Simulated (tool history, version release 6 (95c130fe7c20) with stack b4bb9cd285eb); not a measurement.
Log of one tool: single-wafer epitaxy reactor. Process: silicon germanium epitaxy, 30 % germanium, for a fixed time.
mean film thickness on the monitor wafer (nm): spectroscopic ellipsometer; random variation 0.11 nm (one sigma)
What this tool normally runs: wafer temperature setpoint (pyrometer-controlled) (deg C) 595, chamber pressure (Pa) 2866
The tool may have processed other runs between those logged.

run	hour	wafer temperature setpoint (pyrometer-controlled) (deg C)	chamber pressure (Pa)	wafers since the last listed run	hours since the last pyrometer calibration	hours since the last manometer calibration	hours since the showerhead was replaced	hours since the gauge calibration	read-back reference wafer on the same gauge, thickness_nm	mean film thickness on the monitor wafer (nm)
1	0.0	595	2866	0	2354.2	1223.0	6195.4	3.6	52.201	54.528
2	8.3	595	2866	180	2362.5	1231.3	6203.7	11.9	52.203	54.748
3	20.4	595	2866	262	2374.6	1243.4	6215.8	24.0	52.193	54.476
4	34.4	595	3040	304	2388.6	1257.4	6229.8	38.0	52.262	56.354
5	43.9	595	3040	206	2398.1	1266.9	6239.3	47.5	52.214	56.299
6	52.2	584	2866	180	2406.4	1275.2	6247.6	55.8	52.175	45.413
7	61.2	584	2866	195	2415.4	1284.2	6256.6	64.8	52.201	45.572
8	69.5	584	2866	180	2423.7	1292.5	6264.9	73.1	52.185	45.837
9	87.2	595	2866	384	2441.4	1310.2	6282.6	90.8	52.245	54.820
10	101.5	595	2866	310	2455.7	1324.5	6296.9	105.1	52.199	54.750
11	113.0	595	2866	249	2467.2	1336.0	6308.4	116.6	52.209	54.731
12	121.0	584	2866	173	2475.2	1344.0	6316.4	124.6	52.201	45.768
# hour 145.3: pyrometer calibrated
13	145.8	584	2866	364	0.5	1368.8	6341.2	149.4	52.221	41.627
# hour 161.3: capacitance manometer re-zeroed and calibrated
14	161.8	602	2866	173	16.5	0.5	6357.2	165.4	52.183	55.552
15	169.2	605	2253	160	23.9	7.9	6364.6	172.8	52.208	51.911
# hour 173.0: gauge calibrated
16	186.6	595	2266	377	41.3	25.3	6382.0	13.6	52.225	44.245
17	202.7	583	3226	349	57.4	41.4	6398.1	29.7	52.173	43.335
18	210.7	583	2520	173	65.4	49.4	6406.1	37.7	52.201	38.203
# hour 221.7: showerhead replaced
19	256.5	595	2866	820	111.2	95.2	34.8	83.5	52.176	49.908
20	262.6	584	2866	132	117.3	101.3	40.9	89.6	52.203	41.672
21	278.5	603	2400	345	133.2	117.2	56.8	105.5	52.258	52.112
22	285.4	588	2480	149	140.1	124.1	63.7	112.4	52.142	41.597

Forecast each of these 5 alternatives for the next run:
A	285.8	595	3480	8	140.5	124.5	64.1	112.8	?	?
B	285.8	605	3093	8	140.5	124.5	64.1	112.8	?	?
C	285.8	583	2386	8	140.5	124.5	64.1	112.8	?	?
D	285.8	591	2640	8	140.5	124.5	64.1	112.8	?	?
E	285.8	589	2866	8	140.5	124.5	64.1	112.8	?	?

run	read-back reference wafer on the same gauge, thickness_nm	mean film thickness on the monitor wafer (nm)
A	52.181	54.946
B	52.181	61.034
C	52.181	37.506
D	52.181	45.043
E	52.181	45.393
Take away the tool's hidden state, keep each run's random variation, and the runs would have read:
run	mean film thickness on the monitor wafer (nm)
A	55.135
B	61.240
C	37.638
D	45.200
E	45.551
